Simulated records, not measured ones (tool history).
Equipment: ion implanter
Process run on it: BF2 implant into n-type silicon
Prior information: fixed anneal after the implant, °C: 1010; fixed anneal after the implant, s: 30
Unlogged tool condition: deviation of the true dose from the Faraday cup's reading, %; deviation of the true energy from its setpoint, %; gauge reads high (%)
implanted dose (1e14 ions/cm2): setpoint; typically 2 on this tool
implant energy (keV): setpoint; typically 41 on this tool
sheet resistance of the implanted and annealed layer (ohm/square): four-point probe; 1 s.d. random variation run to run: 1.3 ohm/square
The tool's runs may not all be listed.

run     day  implanted dose (1e14 ions/cm2)  implant energy (keV)  wafers since the last listed run  hours since the last dose calibration  hours since the extraction supply was calibrated  hours since the gauge calibration  read-back reference wafer on the same gauge, sheet resistance  sheet resistance of the implanted and annealed layer (ohm/square)
  1       0                               2                    41                                 0                                  588.6                                            1254.9                              232.3                                                         458.01                                                             515.61
  2   0.508                               2                    41                               236                                  600.8                                            1267.1                              244.5                                                         458.25                                                             518.78
  3   1.425                               2                    41                               426                                  622.8                                            1289.1                              266.5                                                         457.96                                                             515.67
  4   2.792                               2                  48.5                               635                                  655.6                                            1321.9                              299.3                                                         458.13                                                             506.63
  5   3.625                               2                  48.5                               387                                  675.6                                            1341.9                              319.3                                                         458.12                                                             504.68
  6   4.879                               2                  48.5                               583                                  705.7                                              1372                              349.4                                                         457.84                                                             506.63
  7   5.888                               2                    41                               469                                  729.9                                            1396.2                              373.6                                                         458.31                                                             513.99
  8   6.725                               2                    41                               389                                    750                                            1416.3                              393.7                                                         458.05                                                             515.95
  9   7.962                               2                    41                               575                                  779.7                                              1446                              423.4                                                         457.95                                                             513.95
 10   8.888                            2.38                    41                               430                                  801.9                                            1468.2                              445.6                                                         458.11                                                              444.7
 11   9.704                            1.66                    45                               379                                  821.5                                            1487.8                              465.2                                                         458.02                                                             593.11
 12  11.171                               2                    41                               682                                  856.7                                              1523                              500.4                                                         458.23                                                             514.42
 13  12.417                            1.66                    52                               579                                  886.6                                            1552.9                              530.3                                                         457.78                                                             580.84
     16.079  -- Faraday cup replaced and dose calibrated
 14    16.1                            2.45                    36                              1558                                    0.5                                            1641.3                              618.7                                                         458.06                                                             447.57
 15  17.092                            2.45                    36                               461                                   24.3                                            1665.1                              642.5                                                         457.99                                                             444.78
 16  18.558                               2                    41                               682                                   59.5                                            1700.3                              677.7                                                         458.01                                                             521.59
 17  19.275                               2                  46.5                               333                                   76.7                                            1717.5                              694.9                                                         458.04                                                             510.08
 18  19.983                            2.26                    48                               329                                   93.7                                            1734.5                              711.9                                                         458.16                                                              462.6
     20.583  -- gauge calibrated
 19  21.025                            2.39                    28                               484                                  118.7                                            1759.5                               10.6                                                         457.96                                                             463.65
 20   22.25                            1.43                    27                               569                                  148.1                                            1788.9                                 40                                                         457.82                                                             715.72
 21  22.812                               2                    41                               261                                  161.6                                            1802.4                               53.5                                                         457.65                                                              522.1
 22  23.579                               2                    41                               356                                    180                                            1820.8                               71.9                                                          457.7                                                             518.92
 23  24.296                            1.66                    45                               333                                  197.2                                              1838                               89.1                                                         457.95                                                             597.84
 24  25.358                               2                  46.5                               494                                  222.7                                            1863.5                              114.6                                                         458.25                                                             511.46
 25  26.329                            2.42                    45                               451                                    246                                            1886.8                              137.9                                                         457.78                                                              440.9
 26  26.983                               2                    41                               304                                  261.7                                            1902.5                              153.6                                                         458.09                                                              519.3
 27  28.296                            2.52                  48.5                               610                                  293.2                                              1934                              185.1                                                         458.05                                                              422.9
 28  29.533                            2.53                    35                               575                                  322.9                                            1963.7                              214.8                                                         458.21                                                             435.89
     29.938  -- extraction supply calibrated
 29  33.054                            2.57                    27                              1482                                  407.4                                              74.8                              299.3                                                         458.09                                                             438.94
 30  34.446                            1.64                    55                               647                                  440.8                                             108.2                              332.7                                                         457.92                                                             588.18
 31  35.221                            2.25                    36                               360                                  459.4                                             126.8                              351.3                                                         457.94                                                             475.84
 32  36.421                            2.26                    33                               558                                  488.2                                             155.6                              380.1                                                         458.07                                                             478.04
 33  37.788                            1.74                    41                               635                                    521                                             188.4                              412.9                                                         458.15                                                             578.41
 34  39.046                            2.42                  47.5                               585                                  551.2                                             218.6                              443.1                                                         458.14                                                             436.69
 35  41.888                            1.57                  49.5                              1322                                  619.4                                             286.8                              511.3                                                         458.07                                                             613.75
 36  42.738                            2.26                  51.5                               395                                  639.8                                             307.2                              531.7                                                         457.93                                                             454.74
 37  44.196                               2                  30.5                               678                                  674.8                                             342.2                              566.7                                                         458.03                                                             530.39

Hidden state, per run?
deviation of the true energy from its setpoint, %: 0 at every run
gauge reads high (%): 0 at every run
H1: deviation of the true dose from the Faraday cup's reading, %
run      H1
  1   0.734
  2   0.758
  3   0.802
  4    0.87
  5   0.914
  6   0.982
  7    1.04
  8    1.09
  9    1.16
 10    1.22
 11    1.27
 12    1.37
 13    1.45
 14  0.0379
 15  0.0388
 16  0.0436
 17  0.0475
 18  0.0522
 19  0.0609
 20  0.0737
 21  0.0805
 22  0.0907
 23   0.101
 24   0.119
 25   0.137
 26    0.15
 27   0.178
 28   0.208
 29   0.309
 30   0.355
 31   0.382
 32   0.427
 33   0.481
 34   0.534
 35   0.664
 36   0.706
 37   0.781

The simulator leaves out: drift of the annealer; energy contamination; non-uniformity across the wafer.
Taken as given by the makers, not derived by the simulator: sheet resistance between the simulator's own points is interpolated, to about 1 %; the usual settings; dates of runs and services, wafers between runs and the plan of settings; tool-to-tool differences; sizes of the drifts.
